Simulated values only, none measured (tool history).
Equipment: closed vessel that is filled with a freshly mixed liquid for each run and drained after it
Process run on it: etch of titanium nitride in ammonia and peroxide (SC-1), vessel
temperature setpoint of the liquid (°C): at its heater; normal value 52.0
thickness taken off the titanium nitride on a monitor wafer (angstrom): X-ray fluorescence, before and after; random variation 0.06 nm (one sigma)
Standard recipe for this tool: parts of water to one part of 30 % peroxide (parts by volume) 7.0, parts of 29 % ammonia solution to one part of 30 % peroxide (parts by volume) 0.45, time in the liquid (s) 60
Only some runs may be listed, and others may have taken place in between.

run   hour  temperature setpoint of the liquid (°C)  parts of water to one part of 30 % peroxide (parts by volume)  parts of 29 % ammonia solution to one part of 30 % peroxide (parts by volume)  time in the liquid (s)  wafers since the last listed run  hours since the thermometer was replaced  hours since the ammonia flow meter was replaced  hours since the drum of ammonia solution was connected  hours since the gauge calibration  read-back film thickness of the titanium nitride reference wafer, read on the same gauge (nm)  thickness taken off the titanium nitride on a monitor wafer (angstrom)
  1    0.0                                     52.0                                                            7.0                                                                           0.45                      60                                 0                                      91.2                                           2615.1                                                    89.3                              333.4                                                                                          29.99                                                                    60.9
  2    6.0                                     52.0                                                            7.0                                                                           0.45                      60                               861                                      97.2                                           2621.1                                                    95.3                              339.4                                                                                          30.02                                                                    59.7
  3   16.7                                     52.0                                                            7.0                                                                           0.45                      60                              1535                                     107.9                                           2631.8                                                   106.0                              350.1                                                                                          30.02                                                                    60.2
      16.9  -- gauge calibrated
  4   31.9                                     52.0                                                            7.0                                                                           0.45                      60                              2181                                     123.1                                           2647.0                                                   121.2                               15.0                                                                                          29.99                                                                    59.2
  5   44.9                                     52.0                                                            7.0                                                                           0.45                      60                              1865                                     136.1                                           2660.0                                                   134.2                               28.0                                                                                          30.01                                                                    59.9
  6   53.2                                     52.0                                                            7.0                                                                           0.45                      60                              1191                                     144.4                                           2668.3                                                   142.5                               36.3                                                                                          30.01                                                                    61.1
  7   67.6                                     52.0                                                           10.0                                                                           0.30                      40                              2066                                     158.8                                           2682.7                                                   156.9                               50.7                                                                                          30.02                                                                    30.7
  8   79.2                                     52.0                                                            9.0                                                                           0.45                      70                              1664                                     170.4                                           2694.3                                                   168.5                               62.3                                                                                          30.01                                                                    60.5
  9   86.1                                     52.0                                                            7.0                                                                           0.45                      60                               990                                     177.3                                           2701.2                                                   175.4                               69.2                                                                                          29.99                                                                    60.4
     101.3  -- ammonia flow meter replaced
 10  101.7                                     52.0                                                            8.0                                                                           0.60                      60                              2095                                     192.9                                              0.4                                                   191.0                               84.8                                                                                          29.99                                                                    58.4
 11  114.3                                     52.0                                                            7.0                                                                           0.45                      85                              1808                                     205.5                                             13.0                                                   203.6                               97.4                                                                                          30.02                                                                    83.6
     119.6  -- new drum of ammonia solution connected
 12  130.5                                     52.0                                                            7.0                                                                           0.45                      60                              2181                                     221.7                                             29.2                                                    10.9                              113.6                                                                                          30.00                                                                    58.9
 13  146.4                                     52.0                                                            7.0                                                                           0.45                      60                              2282                                     237.6                                             45.1                                                    26.8                              129.5                                                                                          30.01                                                                    58.8
 14  152.9                                     52.0                                                            7.0                                                                           0.45                      60                               932                                     244.1                                             51.6                                                    33.3                              136.0                                                                                          30.01                                                                    59.2
 15  168.7                                     52.0                                                            7.0                                                                           0.45                      60                              2267                                     259.9                                             67.4                                                    49.1                              151.8                                                                                          29.99                                                                    58.4
 16  180.8                                     57.5                                                            7.0                                                                           0.45                      60                              1736                                     272.0                                             79.5                                                    61.2                              163.9                                                                                          29.99                                                                    85.3
 17  196.2                                     42.5                                                            5.0                                                                           0.60                      75                              2210                                     287.4                                             94.9                                                    76.6                              179.3                                                                                          29.98                                                                    46.0
 18  207.3                                     52.0                                                            7.0                                                                           0.45                      60                              1593                                     298.5                                            106.0                                                    87.7                              190.4                                                                                          30.00                                                                    59.0
 19  217.0                                     52.0                                                           10.0                                                                           0.35                      50                              1392                                     308.2                                            115.7                                                    97.4                              200.1                                                                                          30.00                                                                    38.0
 20  227.1                                     44.0                                                            6.0                                                                           0.45                      60                              1449                                     318.3                                            125.8                                                   107.5                              210.2                                                                                          30.00                                                                    35.8
 21  239.4                                     61.5                                                            9.5                                                                           0.35                      70                              1765                                     330.6                                            138.1                                                   119.8                              222.5                                                                                          29.96                                                                   106.3
 22  248.6                                     52.0                                                            9.0                                                                           0.45                      80                              1320                                     339.8                                            147.3                                                   129.0                              231.7                                                                                          30.00                                                                    68.0
 23  262.7                                     43.0                                                           10.0                                                                           0.50                      60                              2023                                     353.9                                            161.4                                                   143.1                              245.8                                                                                          30.02                                                                    26.1
 24  294.8                                     48.0                                                            7.0                                                                           0.45                      60                              4607                                     386.0                                            193.5                                                   175.2                              277.9                                                                                          29.98                                                                    43.7
 25  306.6                                     52.0                                                            9.5                                                                           0.45                      60                              1693                                     397.8                                            205.3                                                   187.0                              289.7                                                                                          30.01                                                                    49.6
 26  316.1                                     61.0                                                            5.0                                                                           0.30                      60                              1363                                     407.3                                            214.8                                                   196.5                              299.2                                                                                          30.02                                                                   115.4
 27  329.7                                     44.0                                                            6.0                                                                           0.40                      45                              1951                                     420.9                                            228.4                                                   210.1                              312.8                                                                                          30.00                                                                    26.0
 28  341.0                                     52.0                                                            5.5                                                                           0.30                      35                              1621                                     432.2                                            239.7                                                   221.4                              324.1                                                                                          29.99                                                                    35.2

Alternative continuations, all from the tool just after run 28; predict every row:
  A  341.7                                     52.0                                                            7.0                                                                           0.45                      60                               100                                     432.9                                            240.4                                                   222.1                              324.8                                                                                              ?                                                                       ?
  B  341.7                                     52.0                                                            7.0                                                                           0.65                      60                               100                                     432.9                                            240.4                                                   222.1                              324.8                                                                                              ?                                                                       ?
  C  341.7                                     52.0                                                            9.0                                                                           0.40                      30                               100                                     432.9                                            240.4                                                   222.1                              324.8                                                                                              ?                                                                       ?
  D  341.7                                     52.0                                                            5.0                                                                           0.35                      60                               100                                     432.9                                            240.4                                                   222.1                              324.8                                                                                              ?                                                                       ?

run  read-back film thickness of the titanium nitride reference wafer, read on the same gauge (nm)  thickness taken off the titanium nitride on a monitor wafer (angstrom)
  A                                                                                          30.02                                                                    57.4
  B                                                                                          30.02                                                                    60.9
  C                                                                                          30.02                                                                    24.8
  D                                                                                          30.02                                                                    64.8
Without the tool's unlogged condition, the same runs would have read:
run  thickness taken off the titanium nitride on a monitor wafer (angstrom)
  A                                                                    61.3
  B                                                                    65.1
  C                                                                    26.5
  D                                                                    69.2
